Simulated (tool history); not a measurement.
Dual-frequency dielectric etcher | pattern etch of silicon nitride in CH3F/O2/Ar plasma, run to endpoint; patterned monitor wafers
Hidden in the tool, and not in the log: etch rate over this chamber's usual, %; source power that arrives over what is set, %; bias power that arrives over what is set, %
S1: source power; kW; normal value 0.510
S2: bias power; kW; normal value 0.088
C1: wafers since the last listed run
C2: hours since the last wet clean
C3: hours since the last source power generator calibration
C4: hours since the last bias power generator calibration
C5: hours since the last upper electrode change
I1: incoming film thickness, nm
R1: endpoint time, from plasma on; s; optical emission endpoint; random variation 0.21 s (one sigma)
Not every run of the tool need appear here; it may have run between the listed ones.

run 1 hour=0.0 | S1=0.480 S2=0.088 | C1=0 C2=99.7 C3=4822.1 C4=1796.8 C5=4253.7 | I1=26.44 | R1=33.6
run 2 hour=49.2 | S1=0.480 S2=0.088 | C1=535 C2=148.9 C3=4871.3 C4=1846.0 C5=4302.9 | I1=26.60 | R1=33.3
run 3 hour=83.9 | S1=0.480 S2=0.088 | C1=377 C2=183.6 C3=4906.0 C4=1880.7 C5=4337.6 | I1=26.53 | R1=33.3
run 4 hour=119.8 | S1=0.420 S2=0.088 | C1=390 C2=219.5 C3=4941.9 C4=1916.6 C5=4373.5 | I1=26.40 | R1=35.4
run 5 hour=188.1 | S1=0.470 S2=0.088 | C1=743 C2=287.8 C3=5010.2 C4=1984.9 C5=4441.8 | I1=26.45 | R1=33.2
run 6 hour=254.7 | S1=0.470 S2=0.088 | C1=725 C2=354.4 C3=5076.8 C4=2051.5 C5=4508.4 | I1=26.54 | R1=33.2
run 7 hour=318.6 | S1=0.470 S2=0.088 | C1=695 C2=418.3 C3=5140.7 C4=2115.4 C5=4572.3 | I1=26.72 | R1=33.1
-- hour=369.8 upper electrode replaced, of another model than before
-- hour=370.0 bias power generator calibrated
run 8 hour=370.5 | S1=0.430 S2=0.069 | C1=301 C2=470.2 C3=5192.6 C4=0.5 C5=0.7 | I1=26.33 | R1=37.4
-- hour=416.2 source power generator calibrated
run 9 hour=431.8 | S1=0.450 S2=0.096 | C1=623 C2=531.5 C3=15.6 C4=61.8 C5=62.0 | I1=26.55 | R1=33.9
run 10 hour=463.3 | S1=0.510 S2=0.088 | C1=343 C2=563.0 C3=47.1 C4=93.3 C5=93.5 | I1=26.55 | R1=31.4
-- hour=487.6 wet clean of the chamber
run 11 hour=521.9 | S1=0.620 S2=0.068 | C1=376 C2=34.3 C3=105.7 C4=151.9 C5=152.1 | I1=26.32 | R1=29.9
run 12 hour=556.3 | S1=0.510 S2=0.109 | C1=374 C2=68.7 C3=140.1 C4=186.3 C5=186.5 | I1=26.69 | R1=31.7
run 13 hour=595.5 | S1=0.510 S2=0.080 | C1=426 C2=107.9 C3=179.3 C4=225.5 C5=225.7 | I1=26.67 | R1=33.4
run 14 hour=623.4 | S1=0.510 S2=0.082 | C1=303 C2=135.8 C3=207.2 C4=253.4 C5=253.6 | I1=26.66 | R1=33.0
run 15 hour=685.0 | S1=0.510 S2=0.088 | C1=670 C2=197.4 C3=268.8 C4=315.0 C5=315.2 | I1=26.52 | R1=32.2

For each entry between runs, how does the tool's hidden state at the last listed run before it compare with that at the first listed run after it?
Run 7 -> run 8: upper electrode replaced, of another model than before (hour 369.8); bias power generator calibrated (hour 370.0)
  etch rate over this chamber's usual, %: 3.25 -> 3.72
  what was measured, less what the result would be without the hidden state, R1: -1.1 -> -1.4 s
Run 8 -> run 9: source power generator calibrated (hour 416.2)
  etch rate over this chamber's usual, %: 3.72 -> 4.27
  what was measured, less what the result would be without the hidden state, R1: -1.4 -> -1.5 s
Run 10 -> run 11: wet clean of the chamber (hour 487.6)
  etch rate over this chamber's usual, %: 4.55 -> -0.876
  what was measured, less what the result would be without the hidden state, R1: -1.4 -> +0.2 s
